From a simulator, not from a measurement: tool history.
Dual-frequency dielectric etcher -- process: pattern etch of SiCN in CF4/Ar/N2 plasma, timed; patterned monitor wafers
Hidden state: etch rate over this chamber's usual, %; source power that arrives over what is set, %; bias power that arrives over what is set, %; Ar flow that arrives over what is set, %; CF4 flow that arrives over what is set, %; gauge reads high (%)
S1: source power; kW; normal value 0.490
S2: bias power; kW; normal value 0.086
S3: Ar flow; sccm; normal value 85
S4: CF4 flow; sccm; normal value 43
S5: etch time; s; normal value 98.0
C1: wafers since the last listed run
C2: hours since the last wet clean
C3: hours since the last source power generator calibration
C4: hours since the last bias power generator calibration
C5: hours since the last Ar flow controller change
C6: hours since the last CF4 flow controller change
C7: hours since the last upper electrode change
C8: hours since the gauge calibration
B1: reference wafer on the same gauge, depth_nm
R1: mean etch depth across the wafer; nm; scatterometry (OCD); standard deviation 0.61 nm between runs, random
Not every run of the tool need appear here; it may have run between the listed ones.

run	day	S1	S2	S3	S4	S5	C1	C2	C3	C4	C5	C6	C7	C8	B1	R1
1	0.000	0.490	0.086	67	43	98.0	0	444.1	214.8	3958.2	4544.3	513.0	464.2	510.6	95.5	99.0
2	2.646	0.490	0.086	105	43	98.0	519	507.6	278.3	4021.7	4607.8	576.5	527.7	574.1	95.6	90.0
3	3.900	0.490	0.086	93	43	98.0	246	537.7	308.4	4051.8	4637.9	606.6	557.8	604.2	95.7	91.7
# day 6.421: wet clean of the chamber
4	8.425	0.570	0.086	97	43	98.0	691	48.1	417.0	4160.4	4746.5	715.2	666.4	712.8	95.8	102.6
5	9.583	0.490	0.086	85	43	98.0	227	75.9	444.8	4188.2	4774.3	743.0	694.2	740.6	95.7	96.6
6	10.642	0.490	0.076	105	37	72.0	207	101.3	470.2	4213.6	4799.7	768.4	719.6	766.0	95.6	64.5
7	11.888	0.370	0.086	85	38	122.5	244	131.2	500.1	4243.5	4829.6	798.3	749.5	795.9	95.7	101.5
8	13.342	0.490	0.086	85	43	98.0	285	166.1	535.0	4278.4	4864.5	833.2	784.4	830.8	95.7	97.5
9	15.608	0.570	0.086	85	33	98.0	444	220.5	589.4	4332.8	4918.9	887.6	838.8	885.2	95.6	99.7
10	17.250	0.420	0.094	85	43	98.0	322	259.9	628.8	4372.2	4958.3	927.0	878.2	924.6	95.7	89.5
# day 17.725: Ar flow controller replaced
# day 18.750: bias power generator calibrated
11	22.183	0.420	0.094	85	43	98.0	886	378.3	747.2	82.4	107.0	1045.4	996.6	1043.0	95.7	88.4
12	24.496	0.490	0.066	85	49	98.0	453	433.8	802.7	137.9	162.5	1100.9	1052.1	1098.5	95.6	91.4
13	26.608	0.490	0.079	85	43	98.0	414	484.5	853.4	188.6	213.2	1151.6	1102.8	1149.2	95.7	92.3
14	28.879	0.440	0.086	106	43	98.0	445	539.0	907.9	243.1	267.7	1206.1	1157.3	1203.7	95.5	84.9
# day 32.542: wet clean of the chamber
15	32.562	0.490	0.079	85	37	119.0	526	0.5	996.3	331.5	356.1	1294.5	1245.7	1292.1	95.7	113.4
16	32.888	0.490	0.086	85	43	98.0	63	8.3	1004.1	339.3	363.9	1302.3	1253.5	1299.9	95.6	98.8
17	36.875	0.490	0.086	65	43	98.0	782	104.0	1099.8	435.0	459.6	1398.0	1349.2	1395.6	95.6	101.5
18	39.117	0.490	0.086	85	35	106.0	439	157.8	1153.6	488.8	513.4	1451.8	1403.0	1449.4	95.8	101.8
19	41.858	0.490	0.100	85	52	98.0	537	223.6	1219.4	554.6	579.2	1517.6	1468.8	1515.2	95.8	101.9
20	43.046	0.490	0.086	85	43	98.0	232	252.1	1247.9	583.1	607.7	1546.1	1497.3	1543.7	95.8	96.2
21	45.738	0.570	0.086	85	43	98.0	528	316.7	1312.5	647.7	672.3	1610.7	1561.9	1608.3	95.7	102.4
22	47.471	0.490	0.086	85	35	77.5	340	358.3	1354.1	689.3	713.9	1652.3	1603.5	1649.9	95.7	73.1

Some steps in R1, run to run, broken into two amounts with sign: the step expected even without the hidden condition (settings, incoming material, random variation), and the rest, left for the hidden condition together with whatever gauge scatter is not in both the measured and the hidden-condition-free result:
Run 3 -> 4: S1 0.490 -> 0.570, S3 93 -> 97, wet clean of the chamber. R1 +10.9 nm: hidden state +2.9, all else +8.0.
Run 5 -> 6: S2 0.086 -> 0.076, S3 85 -> 105, S4 43 -> 37, S5 98.0 -> 72.0. R1 -32.1 nm: hidden state +0.1, all else -32.2.
Run 6 -> 7: S1 0.490 -> 0.370, S2 0.076 -> 0.086, S3 105 -> 85, S4 37 -> 38, S5 72.0 -> 122.5. R1 +37.0 nm: hidden state -0.6, all else +37.6.
Run 14 -> 15: S1 0.440 -> 0.490, S2 0.086 -> 0.079, S3 106 -> 85, S4 43 -> 37, S5 98.0 -> 119.0, wet clean of the chamber. R1 +28.5 nm: hidden state +3.4, all else +25.1.
